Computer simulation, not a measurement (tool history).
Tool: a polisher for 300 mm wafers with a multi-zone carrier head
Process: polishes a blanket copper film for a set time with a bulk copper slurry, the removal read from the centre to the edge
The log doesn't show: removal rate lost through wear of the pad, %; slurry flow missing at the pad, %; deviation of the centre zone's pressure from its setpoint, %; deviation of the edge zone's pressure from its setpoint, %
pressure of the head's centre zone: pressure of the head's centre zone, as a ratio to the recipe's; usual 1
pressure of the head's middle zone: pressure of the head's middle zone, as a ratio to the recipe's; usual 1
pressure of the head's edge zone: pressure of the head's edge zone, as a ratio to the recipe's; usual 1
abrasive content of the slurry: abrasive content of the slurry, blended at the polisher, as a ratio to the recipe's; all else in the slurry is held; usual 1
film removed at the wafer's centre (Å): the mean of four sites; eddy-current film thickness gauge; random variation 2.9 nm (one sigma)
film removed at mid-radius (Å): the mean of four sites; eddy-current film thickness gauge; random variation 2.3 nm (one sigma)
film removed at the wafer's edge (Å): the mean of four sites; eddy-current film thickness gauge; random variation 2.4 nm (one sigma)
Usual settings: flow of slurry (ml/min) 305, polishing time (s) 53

run    hour  flow of slurry (ml/min)  pressure of the head's centre zone  pressure of the head's middle zone  pressure of the head's edge zone  abrasive content of the slurry  polishing time (s)  wafers since the last listed run  wafers polished on this pad  hours since the slurry nozzle was cleaned  hours since the centre zone pressure was calibrated  hours since the edge zone pressure was calibrated  hours since the carrier head's membrane was replaced  incoming thickness of the incoming film, nm  film removed at the wafer's centre (Å)  film removed at mid-radius (Å)  film removed at the wafer's edge (Å)
  1       0                      375                                   1                                   1                                 1                               1                  53                                 0                         1387                                      480.3                                                  791                                                 17                                                 767.7                                       3583.6                                    2977                            3040                                  3000
       41.1  -- slurry nozzle cleaned
  2   136.4                      305                                1.06                                   1                                 1                               1                  63                               971                         2358                                       95.3                                                927.4                                              153.4                                                 904.1                                       3543.7                                    3831                            3622                                  3569
      300.2  -- worn pad replaced by a new one
  3   380.3                      305                                   1                                   1                                 1                             0.8                  53                              1721                          574                                      339.2                                               1171.3                                              397.3                                                  1148                                       3564.4                                    2777                            2818                                  2742
      456.5  -- centre zone pressure recalibrated
  4   458.8                      305                                   1                                   1                                 1                             0.8                  53                               549                         1123                                      417.7                                                  2.3                                              475.8                                                1226.5                                       3555.4                                    2762                            2767                                  2769
      520.1  -- slurry nozzle cleaned
  5   520.6                      305                                   1                                0.93                                 1                             1.1                  53                               436                         1560                                        0.5                                                 64.1                                              537.6                                                1288.3                                       3578.9                                    3189                            3015                                  3162
  6     613                      305                                   1                                0.88                              0.96                               1                  53                               663                         2223                                       92.9                                                156.5                                                630                                                1380.7                                       3563.8                                    3069                            2753                                  2977
  7   706.9                      305                                   1                                   1                              0.92                               1                  53                               673                         2897                                      186.8                                                250.4                                              723.9                                                1474.6                                       3567.5                                    2993                            2997                                  2880
      725.3  -- edge zone pressure recalibrated
  8   778.1                      305                                   1                                   1                                 1                               1                  53                               496                         3393                                        258                                                321.6                                               52.8                                                1545.8                                       3578.4                                    2969                            2990                                  2955
      793.9  -- worn pad replaced by a new one
  9   854.2                      305                                 1.1                                0.92                                 1                               1                  53                               517                          432                                      334.1                                                397.7                                              128.9                                                1621.9                                       3528.2                                    3184                            2826                                  2984
 10   949.3                      360                                0.94                                   1                              0.95                               1                  53                               682                         1115                                      429.2                                                492.8                                                224                                                  1717                                         3569                                    2938                            3026                                  2940
      984.8  -- slurry nozzle cleaned
     1016.8  -- carrier head's membrane replaced by a new one
 11  1032.3                      305                                   1                                   1                              1.05                             1.3                  61                               552                         1667                                       47.5                                                575.8                                                307                                                  15.5                                         3566                                    3841                            3794                                  3810
 12  1100.4                      305                                1.04                                   1                                 1                               1                  53                               488                         2156                                      115.6                                                643.9                                              375.1                                                  83.6                                       3583.3                                    3180                            3050                                  2965
 13  1155.2                      305                                   1                                   1                                 1                               1                  53                               393                         2549                                      170.4                                                698.7                                              429.9                                                 138.4                                       3621.2                                    2965                            3072                                  3022
 14  1224.9                      305                                   1                                   1                                 1                               1                  53                               500                         3050                                      240.1                                                768.4                                              499.6                                                 208.1                                       3566.4                                    2931                            2996                                  2952
       1278  -- worn pad replaced by a new one
 15  1278.5                      305                                   1                                   1                                 1                               1                  53                               355                            3                                      293.7                                                  822                                              553.2                                                 261.7                                         3620                                    3019                            2969                                  2960
 16  1323.2                      275                                0.93                                   1                              0.92                               1                  40                               320                          324                                      338.4                                                866.7                                              597.9                                                 306.4                                         3549                                    2022                            2198                                  2099
 17  1378.5                      305                                   1                                   1                                 1                               1                  53                               396                          721                                      393.7                                                  922                                              653.2                                                 361.7                                       3593.2                                    3000                            2976                                  2932
 18  1472.4                      305                                   1                                   1                              1.06                               1                  53                               673                         1395                                      487.6                                               1015.9                                              747.1                                                 455.6                                       3548.2                                    2905                            2946                                  3048
     1489.9  -- edge zone pressure recalibrated
     1507.7  -- slurry nozzle cleaned
 19    1530                      305                                   1                                   1                                 1                            1.25                  53                               391                         1787                                       22.3                                               1073.5                                               40.1                                                 513.2                                         3534                                    3236                            3321                                  3228
 20  1595.3                      305                                   1                                   1                                 1                            0.75                  63                               468                         2255                                       87.6                                               1138.8                                              105.4                                                 578.5                                       3488.8                                    3291                            3361                                  3336

5 ways to go on from here, each from the tool as it stands after run 20. What would each give?
  A  1595.7                      305                                   1                                   1                                 1                               1                  53                                 2                         2258                                         88                                               1139.2                                              105.8                                                 578.9                                       3613.4                                       ?                               ?                                     ?
  B  1595.7                      305                                1.09                                   1                              1.08                             1.2                  70                                 2                         2258                                         88                                               1139.2                                              105.8                                                 578.9                                       3613.4                                       ?                               ?                                     ?
  C  1595.7                      305                                1.11                                   1                              1.06                               1                  53                                 2                         2258                                         88                                               1139.2                                              105.8                                                 578.9                                       3613.4                                       ?                               ?                                     ?
  D  1595.7                      380                                0.94                                   1                                 1                               1                  39                                 2                         2258                                         88                                               1139.2                                              105.8                                                 578.9                                       3613.4                                       ?                               ?                                     ?
  E  1595.7                      275                                   1                                1.07                                 1                               1                  63                                 2                         2258                                         88                                               1139.2                                              105.8                                                 578.9                                       3613.4                                       ?                               ?                                     ?

run  film removed at the wafer's centre (Å)  film removed at mid-radius (Å)  film removed at the wafer's edge (Å)
  A                                    3077                            3016                                  2987
  B                                    4596                            4179                                  4301
  C                                    3369                            3014                                  3074
  D                                    2206                            2275                                  2239
  E                                    3604                            3745                                  3511
Without the tool's hidden state the same runs would have given:
run  film removed at the wafer's centre (Å)  film removed at mid-radius (Å)  film removed at the wafer's edge (Å)
  A                                    3145                            3076                                  3032
  B                                    4697                            4262                                  4365
  C                                    3443                            3074                                  3120
  D                                    2244                            2310                                  2266
  E                                    3693                            3828                                  3569
